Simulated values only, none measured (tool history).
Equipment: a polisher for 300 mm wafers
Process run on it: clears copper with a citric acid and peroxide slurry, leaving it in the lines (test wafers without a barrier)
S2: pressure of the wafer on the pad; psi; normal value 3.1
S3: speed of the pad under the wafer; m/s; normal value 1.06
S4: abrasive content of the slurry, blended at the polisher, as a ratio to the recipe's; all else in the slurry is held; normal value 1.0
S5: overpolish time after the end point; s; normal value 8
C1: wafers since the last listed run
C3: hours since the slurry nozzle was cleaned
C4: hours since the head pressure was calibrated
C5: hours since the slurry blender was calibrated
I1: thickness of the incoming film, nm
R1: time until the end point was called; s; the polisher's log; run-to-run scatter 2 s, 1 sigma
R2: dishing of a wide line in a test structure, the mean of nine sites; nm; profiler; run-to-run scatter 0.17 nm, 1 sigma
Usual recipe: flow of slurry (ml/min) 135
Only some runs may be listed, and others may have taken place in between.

{"run": 1, "day": 0.0, "flow of slurry (ml/min)": 135, "S2": 3.1, "S3": 1.06, "S4": 1.0, "S5": 5, "C1": 0, "wafers polished on this pad": 1273, "C3": 49.3, "C4": 585.4, "C5": 438.1, "I1": 298.6, "R1": 163.1, "R2": 7.9}
{"day": 0.346, "done": "worn pad replaced by a new one"}
{"run": 2, "day": 1.246, "flow of slurry (ml/min)": 135, "S2": 3.1, "S3": 1.06, "S4": 1.0, "S5": 5, "C1": 170, "wafers polished on this pad": 142, "C3": 79.2, "C4": 615.3, "C5": 468.0, "I1": 300.9, "R1": 164.0, "R2": 7.6}
{"day": 3.083, "done": "slurry blender recalibrated"}
{"run": 3, "day": 3.925, "flow of slurry (ml/min)": 135, "S2": 3.1, "S3": 1.06, "S4": 1.0, "S5": 5, "C1": 409, "wafers polished on this pad": 551, "C3": 143.5, "C4": 679.6, "C5": 20.2, "I1": 305.9, "R1": 168.5, "R2": 7.5}
{"run": 4, "day": 5.217, "flow of slurry (ml/min)": 135, "S2": 3.5, "S3": 1.06, "S4": 1.0, "S5": 8, "C1": 203, "wafers polished on this pad": 755, "C3": 174.5, "C4": 710.6, "C5": 51.2, "I1": 304.9, "R1": 150.7, "R2": 13.5}
{"run": 5, "day": 7.925, "flow of slurry (ml/min)": 135, "S2": 3.5, "S3": 1.06, "S4": 1.0, "S5": 8, "C1": 427, "wafers polished on this pad": 1182, "C3": 239.5, "C4": 775.6, "C5": 116.2, "I1": 303.0, "R1": 155.4, "R2": 13.4}
{"day": 8.129, "done": "worn pad replaced by a new one"}
{"run": 6, "day": 10.058, "flow of slurry (ml/min)": 135, "S2": 3.1, "S3": 1.36, "S4": 0.8, "S5": 8, "C1": 310, "wafers polished on this pad": 304, "C3": 290.7, "C4": 826.8, "C5": 167.4, "I1": 309.4, "R1": 151.2, "R2": 13.2}
{"day": 10.838, "done": "slurry nozzle cleaned"}
{"run": 7, "day": 12.046, "flow of slurry (ml/min)": 135, "S2": 3.1, "S3": 1.36, "S4": 0.8, "S5": 8, "C1": 307, "wafers polished on this pad": 611, "C3": 29.0, "C4": 874.5, "C5": 215.1, "I1": 302.3, "R1": 133.7, "R2": 14.9}
{"run": 8, "day": 13.338, "flow of slurry (ml/min)": 135, "S2": 3.1, "S3": 1.36, "S4": 0.8, "S5": 8, "C1": 203, "wafers polished on this pad": 815, "C3": 60.0, "C4": 905.5, "C5": 246.1, "I1": 301.5, "R1": 134.1, "R2": 14.9}
{"day": 14.062, "done": "head pressure recalibrated"}
{"run": 9, "day": 16.046, "flow of slurry (ml/min)": 135, "S2": 3.1, "S3": 1.06, "S4": 1.0, "S5": 8, "C1": 414, "wafers polished on this pad": 1229, "C3": 125.0, "C4": 47.6, "C5": 311.1, "I1": 303.0, "R1": 157.2, "R2": 12.6}
{"day": 17.338, "done": "worn pad replaced by a new one"}
{"run": 10, "day": 17.883, "flow of slurry (ml/min)": 135, "S2": 3.1, "S3": 1.06, "S4": 1.0, "S5": 8, "C1": 263, "wafers polished on this pad": 86, "C3": 169.1, "C4": 91.7, "C5": 355.2, "I1": 299.1, "R1": 157.7, "R2": 12.3}
{"run": 11, "day": 19.588, "flow of slurry (ml/min)": 135, "S2": 3.1, "S3": 1.06, "S4": 0.8, "S5": 8, "C1": 268, "wafers polished on this pad": 355, "C3": 210.0, "C4": 132.6, "C5": 396.1, "I1": 306.7, "R1": 171.2, "R2": 11.8}
{"run": 12, "day": 21.112, "flow of slurry (ml/min)": 135, "S2": 4.1, "S3": 0.96, "S4": 0.9, "S5": 8, "C1": 240, "wafers polished on this pad": 595, "C3": 246.6, "C4": 169.2, "C5": 432.7, "I1": 302.5, "R1": 144.8, "R2": 14.4}
{"day": 23.488, "done": "slurry blender recalibrated"}
{"run": 13, "day": 23.55, "flow of slurry (ml/min)": 115, "S2": 3.1, "S3": 1.06, "S4": 1.0, "S5": 13, "C1": 371, "wafers polished on this pad": 967, "C3": 305.1, "C4": 227.7, "C5": 1.5, "I1": 301.3, "R1": 181.1, "R2": 17.9}
{"day": 24.254, "done": "worn pad replaced by a new one"}
{"day": 24.338, "done": "slurry nozzle cleaned"}
{"run": 14, "day": 25.633, "flow of slurry (ml/min)": 135, "S2": 3.1, "S3": 0.72, "S4": 1.2, "S5": 8, "C1": 295, "wafers polished on this pad": 211, "C3": 31.1, "C4": 277.7, "C5": 51.5, "I1": 302.2, "R1": 224.6, "R2": 9.0}
{"run": 15, "day": 27.262, "flow of slurry (ml/min)": 135, "S2": 3.1, "S3": 1.06, "S4": 1.0, "S5": 8, "C1": 257, "wafers polished on this pad": 468, "C3": 70.2, "C4": 316.8, "C5": 90.6, "I1": 304.3, "R1": 157.6, "R2": 12.7}
{"run": 16, "day": 29.879, "flow of slurry (ml/min)": 135, "S2": 3.1, "S3": 1.06, "S4": 1.0, "S5": 10, "C1": 412, "wafers polished on this pad": 881, "C3": 133.0, "C4": 379.6, "C5": 153.4, "I1": 307.6, "R1": 163.7, "R2": 15.5}
{"day": 31.421, "done": "worn pad replaced by a new one"}
{"run": 17, "day": 31.483, "flow of slurry (ml/min)": 135, "S2": 3.1, "S3": 1.06, "S4": 1.0, "S5": 8, "C1": 226, "wafers polished on this pad": 10, "C3": 171.5, "C4": 418.1, "C5": 191.9, "I1": 308.7, "R1": 169.0, "R2": 12.2}
{"run": 18, "day": 32.6, "flow of slurry (ml/min)": 135, "S2": 3.1, "S3": 1.06, "S4": 1.2, "S5": 8, "C1": 176, "wafers polished on this pad": 186, "C3": 198.3, "C4": 444.9, "C5": 218.7, "I1": 305.5, "R1": 169.1, "R2": 12.4}
{"run": 19, "day": 35.512, "flow of slurry (ml/min)": 135, "S2": 3.1, "S3": 1.4, "S4": 1.0, "S5": 11, "C1": 459, "wafers polished on this pad": 645, "C3": 268.2, "C4": 514.8, "C5": 288.6, "I1": 304.9, "R1": 133.1, "R2": 20.1}
{"run": 20, "day": 37.479, "flow of slurry (ml/min)": 180, "S2": 3.1, "S3": 0.84, "S4": 1.1, "S5": 3, "C1": 310, "wafers polished on this pad": 956, "C3": 315.4, "C4": 562.0, "C5": 335.8, "I1": 304.3, "R1": 214.0, "R2": 3.7}
{"day": 38.317, "done": "worn pad replaced by a new one"}
{"day": 38.979, "done": "slurry nozzle cleaned"}
{"run": 21, "day": 40.342, "flow of slurry (ml/min)": 115, "S2": 3.1, "S3": 1.06, "S4": 1.0, "S5": 13, "C1": 418, "wafers polished on this pad": 313, "C3": 32.7, "C4": 630.7, "C5": 404.5, "I1": 305.3, "R1": 169.0, "R2": 18.6}

Run-by-run hidden state of the tool:
removal rate lost through wear of the pad, %: 0 on each run
abrasive missing from the slurry, %: 0 on each run
H1: slurry flow missing at the pad, %
H2: deviation of the head's pressure from its setpoint, %
run=1 H1=2.39 H2=-4.92
run=2 H1=3.9 H2=-5.15
run=3 H1=9.51 H2=-5.62
run=4 H1=13.4 H2=-5.86
run=5 H1=23.9 H2=-6.34
run=6 H1=34.5 H2=-6.72
run=7 H1=1.46 H2=-7.08
run=8 H1=2.54 H2=-7.31
run=9 H1=7.25 H2=-1.01
run=10 H1=12.3 H2=-1.33
run=11 H1=18.4 H2=-1.64
run=12 H1=25 H2=-1.91
run=13 H1=37.6 H2=-2.35
run=14 H1=1.99 H2=-2.72
run=15 H1=3.54 H2=-3.01
run=16 H1=8.54 H2=-3.48
run=17 H1=13.1 H2=-3.77
run=18 H1=17 H2=-3.97
run=19 H1=29.8 H2=-4.49
run=20 H1=40.6 H2=-4.84
run=21 H1=3.93 H2=-5.35
